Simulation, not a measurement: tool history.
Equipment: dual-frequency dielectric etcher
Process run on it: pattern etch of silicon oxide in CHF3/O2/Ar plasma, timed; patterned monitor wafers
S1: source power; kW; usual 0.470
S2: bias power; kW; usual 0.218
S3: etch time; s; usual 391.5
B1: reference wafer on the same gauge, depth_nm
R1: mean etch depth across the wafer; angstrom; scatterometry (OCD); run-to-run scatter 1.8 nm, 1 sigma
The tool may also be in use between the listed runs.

run,hour,S1,S2,S3,B1,R1
1,0.0,0.470,0.218,391.5,845.0,7244
2,8.2,0.560,0.218,391.5,844.9,7754
3,55.1,0.560,0.218,391.5,844.9,7708
4,64.0,0.560,0.218,391.5,844.7,7735
5,71.6,0.470,0.218,391.5,845.1,7227
# hour 82.1: source power generator calibrated
6,82.6,0.470,0.218,391.5,845.3,7218
# hour 90.1: bias power generator calibrated
7,93.8,0.420,0.185,391.5,844.8,6452
8,100.9,0.470,0.218,342.5,845.3,6305
# hour 128.5: upper electrode replaced
9,129.0,0.470,0.218,342.5,845.0,6303
10,129.4,0.420,0.257,494.0,844.3,9312
11,143.3,0.470,0.218,391.5,845.2,7153
# hour 172.3: wet clean of the chamber
12,172.8,0.410,0.171,391.5,844.8,6381
13,173.2,0.370,0.199,431.0,844.8,7180
# hour 181.8: gauge calibrated
14,185.3,0.470,0.218,391.5,844.9,7387
15,195.8,0.400,0.261,464.0,845.3,8876
16,213.0,0.510,0.218,357.0,845.1,6962
17,226.1,0.410,0.169,448.5,845.1,7267
18,239.3,0.420,0.248,346.5,845.4,6600

Alternative continuations, all from the tool just after run 18; predict every row:
A,239.8,0.530,0.218,391.5,?,?
B,239.8,0.470,0.218,290.5,?,?
C,239.8,0.380,0.218,447.5,?,?
D,239.8,0.470,0.268,472.5,?,?
E,239.8,0.510,0.253,282.0,?,?

run,B1,R1
A,845.0,7685
B,845.0,5449
C,845.0,7744
D,845.0,9643
E,845.0,5796
Take away the tool's hidden state, keep each run's random variation, and the runs would have read:
run,R1
A,7717
B,5471
C,7776
D,9682
E,5819

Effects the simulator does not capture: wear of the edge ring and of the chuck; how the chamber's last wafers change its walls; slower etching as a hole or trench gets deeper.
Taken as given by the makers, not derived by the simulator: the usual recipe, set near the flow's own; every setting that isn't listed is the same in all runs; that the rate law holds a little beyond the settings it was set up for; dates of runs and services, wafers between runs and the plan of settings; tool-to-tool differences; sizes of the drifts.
